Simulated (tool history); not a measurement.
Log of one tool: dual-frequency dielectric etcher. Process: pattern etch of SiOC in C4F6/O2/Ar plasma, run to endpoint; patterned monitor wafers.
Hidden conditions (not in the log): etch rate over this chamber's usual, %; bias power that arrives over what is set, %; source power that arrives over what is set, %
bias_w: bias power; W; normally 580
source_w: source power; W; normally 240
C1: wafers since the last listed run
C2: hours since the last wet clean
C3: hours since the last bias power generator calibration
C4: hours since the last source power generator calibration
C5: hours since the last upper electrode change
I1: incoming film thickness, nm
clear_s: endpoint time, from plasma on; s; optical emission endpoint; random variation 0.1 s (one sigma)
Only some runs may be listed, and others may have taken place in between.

run 1 hour=0.0 | bias_w=580 source_w=240 | C1=0 C2=312.4 C3=4369.0 C4=3384.8 C5=5100.2 | I1=48.03 | clear_s=18.0
run 2 hour=15.6 | bias_w=580 source_w=240 | C1=301 C2=328.0 C3=4384.6 C4=3400.4 C5=5115.8 | I1=47.71 | clear_s=17.8
run 3 hour=39.0 | bias_w=516 source_w=240 | C1=452 C2=351.4 C3=4408.0 C4=3423.8 C5=5139.2 | I1=48.04 | clear_s=19.1
run 4 hour=69.2 | bias_w=516 source_w=240 | C1=583 C2=381.6 C3=4438.2 C4=3454.0 C5=5169.4 | I1=47.87 | clear_s=19.1
run 5 hour=89.6 | bias_w=516 source_w=240 | C1=394 C2=402.0 C3=4458.6 C4=3474.4 C5=5189.8 | I1=47.81 | clear_s=18.8
run 6 hour=111.7 | bias_w=580 source_w=240 | C1=427 C2=424.1 C3=4480.7 C4=3496.5 C5=5211.9 | I1=47.67 | clear_s=17.9
run 7 hour=134.9 | bias_w=580 source_w=240 | C1=448 C2=447.3 C3=4503.9 C4=3519.7 C5=5235.1 | I1=47.86 | clear_s=17.7
run 8 hour=150.3 | bias_w=628 source_w=180 | C1=297 C2=462.7 C3=4519.3 C4=3535.1 C5=5250.5 | I1=47.32 | clear_s=18.9
-- hour=188.8 bias power generator calibrated
-- hour=195.2 upper electrode replaced
run 9 hour=195.7 | bias_w=694 source_w=190 | C1=677 C2=508.1 C3=6.9 C4=3580.5 C5=0.5 | I1=48.32 | clear_s=17.8
run 10 hour=200.4 | bias_w=672 source_w=210 | C1=90 C2=512.8 C3=11.6 C4=3585.2 C5=5.2 | I1=48.37 | clear_s=17.4
-- hour=214.0 source power generator calibrated
-- hour=237.8 wet clean of the chamber
run 11 hour=238.3 | bias_w=580 source_w=240 | C1=194 C2=0.5 C3=49.5 C4=24.3 C5=43.1 | I1=47.99 | clear_s=18.9
run 12 hour=260.7 | bias_w=470 source_w=280 | C1=433 C2=22.9 C3=71.9 C4=46.7 C5=65.5 | I1=48.08 | clear_s=19.8
run 13 hour=286.5 | bias_w=712 source_w=290 | C1=498 C2=48.7 C3=97.7 C4=72.5 C5=91.3 | I1=47.69 | clear_s=15.5
run 14 hour=311.0 | bias_w=580 source_w=240 | C1=473 C2=73.2 C3=122.2 C4=97.0 C5=115.8 | I1=48.05 | clear_s=18.5

How the hidden state differs across the entries between the runs, from the last listed run before each to the first after it:
Runs 8 to 9: bias power generator calibrated (hour 188.8); upper electrode replaced (hour 195.2)
  etch rate over this chamber's usual, %: 5.35 -> 5.77
  difference, measured minus the result without the unlogged condition, clear_s: -1.0 -> -1.0 s
Runs 10 to 11: source power generator calibrated (hour 214.0); wet clean of the chamber (hour 237.8)
  etch rate over this chamber's usual, %: 5.81 -> -0.739
  difference, measured minus the result without the unlogged condition, clear_s: -1.0 -> +0.2 s

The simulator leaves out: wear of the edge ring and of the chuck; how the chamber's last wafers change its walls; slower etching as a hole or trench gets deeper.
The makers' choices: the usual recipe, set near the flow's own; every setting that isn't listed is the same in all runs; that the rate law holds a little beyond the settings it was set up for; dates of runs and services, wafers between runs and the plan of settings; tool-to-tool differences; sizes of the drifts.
